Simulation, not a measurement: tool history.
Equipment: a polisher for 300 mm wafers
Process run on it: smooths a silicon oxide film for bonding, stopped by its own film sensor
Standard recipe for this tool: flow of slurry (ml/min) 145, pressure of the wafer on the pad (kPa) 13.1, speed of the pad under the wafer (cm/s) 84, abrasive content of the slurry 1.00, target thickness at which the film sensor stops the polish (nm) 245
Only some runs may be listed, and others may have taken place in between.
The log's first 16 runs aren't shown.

run   hour  flow of slurry (ml/min)  pressure of the wafer on the pad (kPa)  speed of the pad under the wafer (cm/s)  abrasive content of the slurry  target thickness at which the film sensor stops the polish (nm)  wafers since the last listed run  wafers polished on this pad  hours since the slurry nozzle was cleaned  hours since the head pressure was calibrated  hours since the slurry blender was calibrated  incoming thickness of the incoming film, nm  time until the film sensor stopped the polish (s)
 17  502.8                      145                                     8.3                                       84                            0.75                                                              245                               245                         1107                                      366.7                                         125.5                                           63.6                                        277.5                                              119.8
 18  531.2                      105                                    16.5                                       84                            1.25                                                              245                               237                         1345                                      395.1                                         153.9                                           92.0                                        280.3                                               54.1
 19  566.5                      175                                    13.1                                       84                            0.80                                                              245                               295                         1640                                      430.4                                         189.2                                          127.3                                        279.1                                               73.6
     587.0  -- worn pad replaced by a new one
 20  597.7                      145                                    13.1                                      102                            1.00                                                              245                               227                           89                                      461.6                                         220.4                                          158.5                                        280.2                                               61.4
 21  629.7                      145                                    13.1                                       84                            0.70                                                              241                               267                          357                                      493.6                                         252.4                                          190.5                                        276.6                                               84.2
 22  663.2                      125                                    16.5                                       84                            1.00                                                              245                               280                          637                                      527.1                                         285.9                                          224.0                                        277.2                                               52.2
 23  679.4                      145                                     9.7                                      110                            1.00                                                              245                               135                          772                                      543.3                                         302.1                                          240.2                                        280.4                                               79.8
     695.4  -- slurry nozzle cleaned
 24  701.7                      145                                    13.1                                      102                            1.00                                                              245                               178                          951                                        6.3                                         324.4                                          262.5                                        283.7                                               67.3
 25  731.8                      145                                    13.1                                       84                            1.00                                                              245                               251                         1202                                       36.4                                         354.5                                          292.6                                        281.8                                               74.2
 26  745.0                      145                                    13.1                                       62                            1.00                                                              245                               110                         1313                                       49.6                                         367.7                                          305.8                                        279.3                                               84.6
 27  765.8                      145                                    14.5                                       56                            1.10                                                              245                               173                         1487                                       70.4                                         388.5                                          326.6                                        282.3                                               87.2
 28  788.6                      145                                    13.1                                       84                            1.15                                                              245                               190                         1677                                       93.2                                         411.3                                          349.4                                        278.8                                               62.2
     812.0  -- slurry blender recalibrated
     818.9  -- worn pad replaced by a new one
 29  819.4                      145                                    13.1                                       84                            1.00                                                              245                               207                            4                                      124.0                                         442.1                                            7.4                                        281.7                                               72.1
 30  846.7                      145                                    17.9                                       84                            1.00                                                              245                               228                          232                                      151.3                                         469.4                                           34.7                                        278.9                                               48.9

Alternative continuations, all from the tool just after run 30; predict every row:
  A  847.1                      145                                    13.1                                       84                            1.25                                                              245                                 3                          235                                      151.7                                         469.8                                           35.1                                        279.0                                                  ?
  B  847.1                      145                                    13.1                                       84                            1.00                                                              256                                 3                          235                                      151.7                                         469.8                                           35.1                                        279.0                                                  ?
  C  847.1                      145                                    13.1                                       68                            1.15                                                              245                                 3                          235                                      151.7                                         469.8                                           35.1                                        279.0                                                  ?
  D  847.1                      145                                    13.1                                       94                            1.00                                                              245                                 3                          235                                      151.7                                         469.8                                           35.1                                        279.0                                                  ?

run  time until the film sensor stopped the polish (s)
  A                                               60.9
  B                                               45.1
  C                                               73.1
  D                                               61.5
With no hidden state in the tool, these same runs would have given:
run  time until the film sensor stopped the polish (s)
  A                                               64.3
  B                                               47.5
  C                                               77.0
  D                                               64.8

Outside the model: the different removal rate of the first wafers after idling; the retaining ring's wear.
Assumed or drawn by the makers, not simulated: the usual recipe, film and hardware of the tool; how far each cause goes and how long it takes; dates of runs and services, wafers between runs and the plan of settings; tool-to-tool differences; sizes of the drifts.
